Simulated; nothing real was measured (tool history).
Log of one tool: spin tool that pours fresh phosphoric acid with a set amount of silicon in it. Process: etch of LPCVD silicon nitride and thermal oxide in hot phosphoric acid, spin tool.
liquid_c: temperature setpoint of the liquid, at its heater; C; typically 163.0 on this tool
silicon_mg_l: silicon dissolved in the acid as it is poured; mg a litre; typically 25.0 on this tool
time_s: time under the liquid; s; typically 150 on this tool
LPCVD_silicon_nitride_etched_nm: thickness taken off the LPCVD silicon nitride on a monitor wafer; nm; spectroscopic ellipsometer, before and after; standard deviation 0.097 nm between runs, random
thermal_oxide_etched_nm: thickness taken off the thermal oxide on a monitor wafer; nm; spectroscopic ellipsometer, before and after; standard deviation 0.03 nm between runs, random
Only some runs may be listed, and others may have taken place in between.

run	hour	liquid_c	silicon_mg_l	time_s	read-back film thickness of the LPCVD silicon nitride reference wafer, read on the same gauge (nm)	read-back film thickness of the thermal oxide reference wafer, read on the same gauge (nm)	LPCVD_silicon_nitride_etched_nm	thermal_oxide_etched_nm
1	0.0	163.0	33.0	150	59.98	59.967	11.54	0.152
2	8.6	163.0	39.0	105	60.00	60.001	8.06	0.072
3	19.7	163.0	39.0	105	60.00	60.015	8.17	0.074
4	29.2	163.0	39.0	105	60.00	60.016	7.96	0.070
5	46.7	163.0	25.0	150	59.99	60.031	11.46	0.231
6	61.4	163.0	25.0	150	59.99	60.021	11.54	0.196
# hour 62.8: thermometer replaced
7	68.3	163.0	15.0	205	59.99	59.951	15.65	0.392
8	83.8	160.5	33.0	90	59.98	59.994	6.32	0.064
9	98.9	165.5	11.5	150	59.99	59.984	12.43	0.357
10	109.8	164.0	25.0	150	60.03	59.959	11.86	0.169
11	125.3	163.0	36.5	105	59.96	59.969	8.02	0.087
# hour 138.7: dissolved silicon flow meter replaced
12	142.6	163.0	25.0	150	60.02	59.984	11.44	0.221
13	158.6	163.0	25.0	150	59.97	60.054	11.42	0.180
# hour 165.9: gauge calibrated
14	176.0	161.0	43.0	70	59.98	59.974	4.98	0.038
# hour 184.7: heated supply line repaired
15	189.1	160.5	12.5	200	59.99	59.990	15.78	0.399
16	226.9	163.0	42.5	70	60.05	60.005	5.94	0.060
17	235.3	166.0	34.0	240	60.01	60.036	22.51	0.331
18	247.7	165.0	19.5	235	60.00	60.031	21.43	0.482
19	258.4	164.5	39.5	70	60.02	59.980	6.32	0.063
20	272.5	163.0	25.0	150	60.03	59.998	12.71	0.300
21	284.4	163.0	42.5	70	60.04	60.013	5.92	0.052
22	297.9	165.0	10.0	175	60.00	60.026	16.00	0.514

What if the next run were any one of these 4? Each begins from the tool's condition after run 22:
A	298.4	163.0	25.0	150	?	?	?	?
B	298.4	163.0	14.0	150	?	?	?	?
C	298.4	163.0	15.0	190	?	?	?	?
D	298.4	160.5	43.0	65	?	?	?	?

run	read-back film thickness of the LPCVD silicon nitride reference wafer, read on the same gauge (nm)	read-back film thickness of the thermal oxide reference wafer, read on the same gauge (nm)	LPCVD_silicon_nitride_etched_nm	thermal_oxide_etched_nm
A	60.01	59.970	12.83	0.283
B	60.01	59.970	12.83	0.387
C	60.01	59.970	16.25	0.478
D	60.01	59.970	5.11	0.041
Without the tool's unlogged condition, the same runs would have read:
run	LPCVD_silicon_nitride_etched_nm	thermal_oxide_etched_nm
A	13.22	0.303
B	13.22	0.414
C	16.75	0.512
D	5.27	0.044

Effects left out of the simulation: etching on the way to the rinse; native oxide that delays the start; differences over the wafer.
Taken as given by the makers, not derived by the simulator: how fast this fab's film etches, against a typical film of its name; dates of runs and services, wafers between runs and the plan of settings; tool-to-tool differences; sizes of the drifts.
